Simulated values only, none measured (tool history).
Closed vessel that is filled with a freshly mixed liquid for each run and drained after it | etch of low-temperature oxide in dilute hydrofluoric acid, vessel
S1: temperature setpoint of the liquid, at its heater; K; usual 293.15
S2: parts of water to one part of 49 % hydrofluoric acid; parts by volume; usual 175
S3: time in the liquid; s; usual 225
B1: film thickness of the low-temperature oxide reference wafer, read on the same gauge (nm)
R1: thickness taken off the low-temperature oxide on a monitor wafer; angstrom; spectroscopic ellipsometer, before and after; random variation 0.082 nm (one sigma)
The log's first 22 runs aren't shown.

run 23 hour=299.0 | S1=293.15 S2=135 S3=295 | B1=139.97 | R1=255.5
run 24 hour=313.9 | S1=290.65 S2=175 S3=100 | B1=139.97 | R1=58.0
run 25 hour=323.7 | S1=293.15 S2=175 S3=225 | B1=140.00 | R1=144.2
run 26 hour=336.2 | S1=293.15 S2=175 S3=225 | B1=140.04 | R1=145.6
run 27 hour=353.8 | S1=293.15 S2=215 S3=225 | B1=139.99 | R1=112.5
run 28 hour=369.3 | S1=290.65 S2=175 S3=295 | B1=139.98 | R1=170.9
run 29 hour=378.3 | S1=293.15 S2=175 S3=225 | B1=140.02 | R1=143.9
run 30 hour=386.5 | S1=290.15 S2=175 S3=225 | B1=139.98 | R1=128.5
run 31 hour=403.4 | S1=294.65 S2=175 S3=95 | B1=139.96 | R1=63.7

Forecast each of these 5 alternatives for the next run:
run A hour=404.1 | S1=293.15 S2=175 S3=320 | B1=? | R1=?
run B hour=404.1 | S1=297.15 S2=205 S3=115 | B1=? | R1=?
run C hour=404.1 | S1=291.65 S2=245 S3=325 | B1=? | R1=?
run D hour=404.1 | S1=297.65 S2=125 S3=295 | B1=? | R1=?
run E hour=404.1 | S1=293.15 S2=175 S3=135 | B1=? | R1=?

run=A B1=140.01 R1=204.5
run=B B1=140.01 R1=70.7
run=C B1=140.01 R1=130.8
run=D B1=140.01 R1=332.4
run=E B1=140.01 R1=86.3
Without the tool's hidden state the same runs would have given:
run=A R1=210.3
run=B R1=72.8
run=C R1=134.6
run=D R1=341.7
run=E R1=88.7
